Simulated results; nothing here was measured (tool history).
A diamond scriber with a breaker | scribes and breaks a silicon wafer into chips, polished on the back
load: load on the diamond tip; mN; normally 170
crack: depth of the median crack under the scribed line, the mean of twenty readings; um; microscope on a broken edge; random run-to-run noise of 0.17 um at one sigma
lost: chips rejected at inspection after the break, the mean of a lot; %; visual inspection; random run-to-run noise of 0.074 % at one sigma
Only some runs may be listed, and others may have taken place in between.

run,hour,load,"incoming depth of the damage left on the back of the incoming wafer, um",crack,lost
1,0.0,205,0.04,14.84,2.53
2,8.1,205,0.01,14.84,2.80
3,18.4,139,0.04,12.39,2.23
4,29.6,139,0.04,12.78,2.55
5,36.9,139,0.04,12.33,2.34
6,44.2,147,0.03,12.83,1.77
7,62.1,147,0.02,12.79,1.87
8,80.1,170,0.04,13.70,1.08
9,89.8,170,0.05,13.41,1.01
10,105.8,170,0.04,13.51,1.08
11,114.8,192,0.01,14.40,1.49
12,126.0,192,0.02,14.11,1.59
13,143.9,192,0.05,14.47,1.62
14,156.1,195,0.03,14.70,1.81
15,165.2,202,0.01,14.89,2.15
16,174.3,126,0.01,11.87,4.65
# hour 184.7: diamond tip replaced by a new one
17,204.0,189,0.04,14.43,1.43
18,212.3,214,0.04,15.16,3.50
19,226.5,217,0.04,15.61,3.28
20,237.9,170,0.04,13.82,0.99
21,252.2,186,0.05,14.31,1.12
# hour 272.6: load on the tip recalibrated
22,299.1,149,0.02,12.82,1.43
23,314.7,127,0.02,12.03,3.67
24,329.7,170,0.02,13.85,0.95
25,340.6,190,0.02,14.43,1.60
26,350.8,153,0.03,12.90,1.31

What if the next run were any one of these 5? Each begins from the tool's condition after run 26:
A,351.5,154,0.04,?,?
B,351.5,140,0.04,?,?
C,351.5,122,0.04,?,?
D,351.5,138,0.04,?,?
E,351.5,206,0.04,?,?

run,crack,lost
A,12.68,1.28
B,12.16,2.24
C,11.48,4.54
D,12.08,2.43
E,14.52,2.37
With the hidden condition removed and each run's random variation left untouched, the same runs would have given:
run,crack,lost
A,12.68,1.28
B,12.16,2.24
C,11.48,4.54
D,12.08,2.43
E,14.52,2.37
